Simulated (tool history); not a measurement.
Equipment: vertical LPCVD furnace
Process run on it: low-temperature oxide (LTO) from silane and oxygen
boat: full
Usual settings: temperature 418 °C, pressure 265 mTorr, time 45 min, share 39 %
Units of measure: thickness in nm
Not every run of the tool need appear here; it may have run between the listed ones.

run   hour  temperature  pressure  time  share  wafers since the last listed run  hours since the last temperature calibration  hours since the pressure gauge was zeroed  hours since the silane flow controller was replaced  hours since the gauge calibration  read-back reference wafer on the same gauge, thickness  thickness
  1      0          418       265    31     39                                 0                                        2527.4                                     2073.3                                               5621.2                               96.5                                                  653.43     369.85
  2   11.2          418       265    31     39                               172                                        2538.6                                     2084.5                                               5632.4                              107.7                                                  653.14     372.35
  3   18.2          418       265    45     41                               107                                        2545.6                                     2091.5                                               5639.4                              114.7                                                  652.97     570.34
  4   28.5          418       265    45     41                               158                                        2555.9                                     2101.8                                               5649.7                                125                                                   652.7     570.55
  5   44.5          418       265    45     34                               246                                        2571.9                                     2117.8                                               5665.7                                141                                                  652.75     454.95
  6   51.8          418       265    45     34                               112                                        2579.2                                     2125.1                                                 5673                              148.3                                                  652.75     454.18
  7   76.9          418       265    45     34                               386                                        2604.3                                     2150.2                                               5698.1                              173.4                                                  653.05     454.21
  8   88.9          418       265    45     39                               185                                        2616.3                                     2162.2                                               5710.1                              185.4                                                  653.07     540.41
  9  105.4          418       265    45     39                               254                                        2632.8                                     2178.7                                               5726.6                              201.9                                                  652.92     538.99
 10  118.3          418       265    45     39                               198                                        2645.7                                     2191.6                                               5739.5                              214.8                                                  652.84     537.76
 11  169.5          418       265    40     39                               789                                        2696.9                                     2242.8                                               5790.7                                266                                                  653.05     478.21
 12  183.7          426       265    45     39                               218                                        2711.1                                       2257                                               5804.9                              280.2                                                  653.24      584.6
 13  227.8          418       265    45     39                               679                                        2755.2                                     2301.1                                                 5849                              324.3                                                  652.84     538.36
     260.9  -- thermocouples replaced and temperature profile calibrated
     269.2  -- silane flow controller replaced
 14  269.7          418       265    45     39                               148                                           8.8                                       2343                                                  0.5                              366.2                                                     653     536.84
 15  274.2          418       265    45     39                                69                                          13.3                                     2347.5                                                    5                              370.7                                                  653.75     538.47
 16  278.8          418       265  56.5     39                                70                                          17.9                                     2352.1                                                  9.6                              375.3                                                  653.29     677.44
 17  283.3          425       310    45     39                                69                                          22.4                                     2356.6                                                 14.1                              379.8                                                  652.75     679.83
 18  292.2          422       265    45     42                               137                                          31.3                                     2365.5                                                   23                              388.7                                                     653     608.05
 19  309.1          418       265    45     34                               260                                          48.2                                     2382.4                                                 39.9                              405.6                                                  652.86     454.12
     336.1  -- pressure gauge zeroed
 20  336.6          427       265    45     39                                53                                          75.7                                        0.5                                                 67.4                              433.1                                                  653.08     623.74
 21  341.2          408       265    29     35                                70                                          80.3                                        5.1                                                   72                              437.7                                                  653.08     285.68
 22    347          418       265    28     46                                89                                          86.1                                       10.9                                                 77.8                              443.5                                                  652.83     418.94

Run 23 is up next; what results do you expect?
 23  363.1          423       235  39.5     39                               248                                         102.2                                         27                                                 93.9                              459.6                                                       ?          ?

Run 23 yielded read-back reference wafer on the same gauge, thickness 652.9, thickness 464.21 nm.
On a tool with no hidden condition, and with the same random variation, this run would have come out at thickness 467.49 nm.
